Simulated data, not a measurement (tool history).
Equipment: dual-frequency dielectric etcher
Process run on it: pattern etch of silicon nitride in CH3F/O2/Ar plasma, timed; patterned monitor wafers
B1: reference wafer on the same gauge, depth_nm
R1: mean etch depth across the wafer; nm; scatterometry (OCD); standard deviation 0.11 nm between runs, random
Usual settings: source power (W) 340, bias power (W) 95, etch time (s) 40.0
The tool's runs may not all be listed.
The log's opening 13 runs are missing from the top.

Run 14, hour 305.8: usual settings but bias power (W) 104; B1 38.82. Result: R1 33.51 nm.
Run 15, hour 338.2: usual settings; B1 38.82. Result: R1 32.40 nm.
Run 16, hour 370.0: usual settings but source power (W) 300, bias power (W) 84, etch time (s) 31.5; B1 38.80. Result: R1 23.87 nm.
Run 17, hour 448.5: usual settings but source power (W) 390, etch time (s) 35.5; B1 38.81. Result: R1 29.67 nm.
Run 18, hour 462.6: usual settings but source power (W) 290, etch time (s) 36.0; B1 38.82. Result: R1 28.18 nm.
Run 19, hour 483.3: usual settings but source power (W) 290, bias power (W) 106, etch time (s) 29.0; B1 38.79. Result: R1 23.51 nm.
Run 20, hour 498.6: usual settings but etch time (s) 31.0; B1 38.80. Result: R1 25.13 nm.
Run 21, hour 534.0: usual settings but etch time (s) 50.0; B1 38.81. Result: R1 40.45 nm.
Run 22, hour 550.5: usual settings but bias power (W) 79, etch time (s) 28.5; B1 38.80. Result: R1 21.79 nm.
At hour 576.9: wet clean of the chamber.
Run 23, hour 577.4: usual settings but source power (W) 300, bias power (W) 103, etch time (s) 44.0; B1 38.79. Result: R1 35.80 nm.
Run 24, hour 608.2: usual settings but bias power (W) 106; B1 38.83. Result: R1 33.66 nm.
Run 25, hour 641.3: usual settings but source power (W) 270, bias power (W) 74, etch time (s) 28.5; B1 38.80. Result: R1 20.31 nm.
Run 26, hour 656.0: usual settings but source power (W) 390, etch time (s) 35.5; B1 38.80. Result: R1 29.79 nm.
Run 27, hour 672.2: usual settings; B1 38.79. Result: R1 32.47 nm.
Run 28, hour 707.9: usual settings but source power (W) 310, bias power (W) 75, etch time (s) 49.5; B1 38.80. Result: R1 36.52 nm.
Run 29, hour 728.9: usual settings but bias power (W) 109, etch time (s) 36.5; B1 38.78. Result: R1 30.91 nm.
Run 30, hour 763.3: usual settings but bias power (W) 118, etch time (s) 48.5; B1 38.79. Result: R1 42.30 nm.
Run 31, hour 795.3: usual settings; B1 38.79. Result: R1 32.28 nm.

Predict each of these 3 candidate next runs independently; none follows another, all start after run 31:
Run A, hour 795.7: usual settings but source power (W) 300; B1 ?. Result: R1 ?.
Run B, hour 795.7: usual settings but source power (W) 270, bias power (W) 105; B1 ?. Result: R1 ?.
Run C, hour 795.7: usual settings but source power (W) 370, bias power (W) 80, etch time (s) 33.5; B1 ?. Result: R1 ?.

run     B1     R1
  A  38.79  31.57
  B  38.79  31.92
  C  38.79  26.26
What these runs would have given with no unlogged condition in the tool:
run     R1
  A  31.57
  B  31.92
  C  26.26

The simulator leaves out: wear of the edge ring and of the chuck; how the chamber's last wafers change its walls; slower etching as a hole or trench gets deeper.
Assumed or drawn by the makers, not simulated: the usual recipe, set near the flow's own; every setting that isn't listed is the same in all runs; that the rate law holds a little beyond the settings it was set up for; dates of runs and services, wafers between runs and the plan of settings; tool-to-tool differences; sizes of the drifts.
